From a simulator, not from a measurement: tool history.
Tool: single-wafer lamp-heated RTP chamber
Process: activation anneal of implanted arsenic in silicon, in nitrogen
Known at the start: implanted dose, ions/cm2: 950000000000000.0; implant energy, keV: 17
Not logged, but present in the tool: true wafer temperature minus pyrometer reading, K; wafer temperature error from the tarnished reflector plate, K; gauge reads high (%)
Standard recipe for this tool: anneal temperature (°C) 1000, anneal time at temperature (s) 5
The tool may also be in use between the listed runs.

run    hour  anneal temperature (°C)  anneal time at temperature (s)  wafers since the last listed run  wafers since the last pyrometer calibration  wafers since the reflector plate was cleaned  hours since the gauge calibration  read-back reference wafer on the same gauge, sheet resistance  sheet resistance of the implanted and annealed layer (ohm/square)
  1       0                     1016                               5                                 0                                          525                                          1328                             1399.3                                                         124.11                                                             133.06
  2    46.3                     1016                               5                               388                                          913                                          1717                             1445.6                                                         124.08                                                             132.49
      113.6  -- gauge calibrated
  3   152.7                     1016                               5                               893                                         1806                                          2610                               39.1                                                         123.95                                                             131.66
  4   246.2                     1000                               5                               784                                         2591                                          3394                              132.6                                                         124.03                                                             136.01
        259  -- reflector plate cleaned
  5   295.6                     1000                               5                               347                                         2938                                           307                                182                                                         124.15                                                             138.17
  6   363.4                     1000                               5                               569                                         3508                                           876                              249.8                                                         123.99                                                             138.77
  7     457                     1000                               7                               785                                         4293                                          1661                              343.4                                                         124.14                                                             133.83
  8   548.8                     1000                               7                               770                                         5064                                          2432                              435.2                                                         123.77                                                             134.54
      604.2  -- pyrometer window cleaned and pyrometer calibrated
      629.2  -- reflector plate cleaned
  9   636.3                     1000                               7                               600                                          202                                            59                              522.7                                                          123.8                                                             134.19
 10   861.4                     1010                               7                              1889                                         2091                                          1949                              747.8                                                         123.96                                                             131.17
 11   965.8                     1019                               8                               876                                         2968                                          2825                              852.2                                                         124.09                                                             125.39
      995.3  -- reflector plate cleaned
 12  1024.6                      989                               7                               426                                         3394                                           245                                911                                                         123.99                                                             139.39
 13  1116.9                      973                               3                               774                                         4169                                          1020                             1003.3                                                         123.98                                                             149.17
 14  1213.5                      980                               8                               810                                         4979                                          1831                             1099.9                                                          124.2                                                             139.15
     1323.5  -- gauge calibrated
     1357.4  -- reflector plate cleaned
     1449.9  -- pyrometer window cleaned and pyrometer calibrated
 15  1468.7                     1000                               5                              2007                                          158                                           866                              145.2                                                         123.99                                                             137.48
 16    1561                     1000                               4                               774                                          932                                          1641                              237.5                                                         123.71                                                             140.04
 17  1652.1                      972                               4                               764                                         1697                                          2406                              328.6                                                         124.09                                                             144.64
 18  1699.8                     1000                               6                               400                                         2097                                          2806                              376.3                                                         123.93                                                             135.64
 19    1752                     1000                               6                               438                                         2535                                          3244                              428.5                                                         124.02                                                             133.68

4 options for the next run, each taken on its own from the tool as it stands now. Forecast them:
  A  1752.4                     1000                               5                                 3                                         2539                                          3247                              428.9                                                              ?                                                                  ?
  B  1752.4                     1011                               8                                 3                                         2539                                          3247                              428.9                                                              ?                                                                  ?
  C  1752.4                      980                               7                                 3                                         2539                                          3247                              428.9                                                              ?                                                                  ?
  D  1752.4                     1009                               5                                 3                                         2539                                          3247                              428.9                                                              ?                                                                  ?

run  read-back reference wafer on the same gauge, sheet resistance  sheet resistance of the implanted and annealed layer (ohm/square)
  A                                                         123.94                                                             135.75
  B                                                         123.94                                                             127.73
  C                                                         123.94                                                             138.63
  D                                                         123.94                                                             133.11
Without the tool's hidden state the same runs would have given:
run  sheet resistance of the implanted and annealed layer (ohm/square)
  A                                                             138.33
  B                                                             130.45
  C                                                             141.26
  D                                                              135.7
